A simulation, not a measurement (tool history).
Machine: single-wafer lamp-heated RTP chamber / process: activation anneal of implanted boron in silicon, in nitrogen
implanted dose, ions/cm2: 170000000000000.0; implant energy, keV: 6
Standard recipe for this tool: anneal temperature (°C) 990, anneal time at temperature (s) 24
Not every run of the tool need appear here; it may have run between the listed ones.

| run | hour | anneal temperature (°C) | anneal time at temperature (s) | wafers since the last listed run | wafers since the last pyrometer calibration | wafers since the reflector plate was cleaned | hours since the gauge calibration | read-back reference wafer on the same gauge, sheet resistance | sheet resistance of the implanted and annealed layer (ohm/square) |
|---|---|---|---|---|---|---|---|---|---|
| 1 | 0.0 | 990 | 24 | 0 | 5977 | 9966 | 168.2 | 638.82 | 569.44 |
| 2 | 17.2 | 990 | 24 | 148 | 6125 | 10114 | 185.4 | 638.82 | 568.68 |
| 3 | 33.7 | 990 | 24 | 142 | 6267 | 10257 | 201.9 | 638.82 | 568.84 |
| 4 | 41.1 | 990 | 24 | 63 | 6331 | 10320 | 209.3 | 638.81 | 570.08 |
| 5 | 48.3 | 990 | 24 | 62 | 6393 | 10382 | 216.5 | 639.13 | 570.05 |
| 6 | 64.2 | 990 | 24 | 136 | 6530 | 10519 | 232.4 | 638.87 | 570.32 |
|  | 74.2 | gauge calibrated |
|  | 86.4 | pyrometer window cleaned and pyrometer calibrated |
| 7 | 110.2 | 968 | 24 | 327 | 205 | 10846 | 36.0 | 639.19 | 580.39 |
| 8 | 124.8 | 960 | 24 | 125 | 330 | 10972 | 50.6 | 638.89 | 588.84 |
| 9 | 138.3 | 1004 | 28 | 116 | 447 | 11088 | 64.1 | 639.05 | 564.63 |
|  | 146.8 | reflector plate cleaned |
| 10 | 147.3 | 1006 | 24 | 8 | 455 | 3 | 73.1 | 639.25 | 567.09 |
| 11 | 174.2 | 990 | 24 | 231 | 687 | 235 | 100.0 | 638.79 | 568.94 |
| 12 | 193.7 | 979 | 24 | 167 | 855 | 403 | 119.5 | 638.82 | 574.02 |
| 13 | 201.6 | 1004 | 28 | 68 | 923 | 471 | 127.4 | 639.09 | 565.08 |
| 14 | 212.7 | 1011 | 35 | 95 | 1019 | 567 | 138.5 | 638.62 | 563.95 |

The tool's hidden state at each run:
true wafer temperature minus pyrometer reading, K: 0 across all the runs
wafer temperature error from the tarnished reflector plate, K: 0 across all the runs
gauge reads high (%): 0 across all the runs
